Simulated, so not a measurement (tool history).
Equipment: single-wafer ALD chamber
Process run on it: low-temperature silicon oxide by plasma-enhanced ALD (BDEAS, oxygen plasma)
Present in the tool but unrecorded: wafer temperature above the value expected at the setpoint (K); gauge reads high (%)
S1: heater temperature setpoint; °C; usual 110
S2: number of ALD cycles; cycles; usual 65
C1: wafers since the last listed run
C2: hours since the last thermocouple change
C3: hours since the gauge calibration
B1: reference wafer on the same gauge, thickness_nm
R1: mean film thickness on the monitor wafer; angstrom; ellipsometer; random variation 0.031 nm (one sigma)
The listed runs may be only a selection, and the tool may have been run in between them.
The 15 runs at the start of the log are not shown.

run	hour	S1	S2	C1	C2	C3	B1	R1
# hour 717.4: gauge calibrated
16	755.7	110	65	361	2309.6	38.3	10.937	94.49
17	819.7	116	74	339	2373.6	102.3	10.897	105.80
18	884.3	110	65	342	2438.2	166.9	10.860	94.27
19	1078.0	110	65	1026	2631.9	360.6	10.769	93.35
20	1130.2	104	65	276	2684.1	412.8	10.752	94.79
# hour 1166.2: thermocouple changed; heater temperature recalibrated
21	1175.1	110	65	195	8.9	457.7	10.735	93.20
22	1232.3	110	65	303	66.1	514.9	10.716	92.61
23	1285.4	117	57	281	119.2	568.0	10.713	79.84
24	1321.7	110	65	192	155.5	604.3	10.695	93.13
25	1365.1	110	65	230	198.9	647.7	10.688	92.47
26	1397.9	116	77	173	231.7	680.5	10.684	108.25
27	1428.2	120	54	160	262.0	710.8	10.673	75.00
28	1463.5	106	53	187	297.3	746.1	10.652	76.24
29	1637.6	96	65	922	471.4	920.2	10.644	96.12
30	1665.7	110	65	148	499.5	948.3	10.652	92.05
31	1699.7	120	52	180	533.5	982.3	10.635	72.41
32	1795.3	125	75	506	629.1	1077.9	10.637	102.40
33	1830.2	101	58	185	664.0	1112.8	10.609	84.06
34	1878.5	106	74	256	712.3	1161.1	10.616	105.80
35	1950.4	110	76	381	784.2	1233.0	10.596	106.93
36	2011.8	110	65	325	845.6	1294.4	10.614	92.44
37	2082.2	115	65	373	916.0	1364.8	10.615	90.84

Branching from run 37: 5 alternative next runs. What would each branch give?
A	2082.7	110	65	2	916.5	1365.3	?	?
B	2082.7	121	76	2	916.5	1365.3	?	?
C	2082.7	110	57	2	916.5	1365.3	?	?
D	2082.7	95	58	2	916.5	1365.3	?	?
E	2082.7	103	59	2	916.5	1365.3	?	?

run	B1	R1
A	10.609	91.95
B	10.609	105.03
C	10.609	80.63
D	10.609	85.70
E	10.609	84.69
With the hidden condition removed and each run's random variation left untouched, the same runs would have given:
run	R1
A	94.94
B	108.44
C	83.25
D	88.48
E	87.44
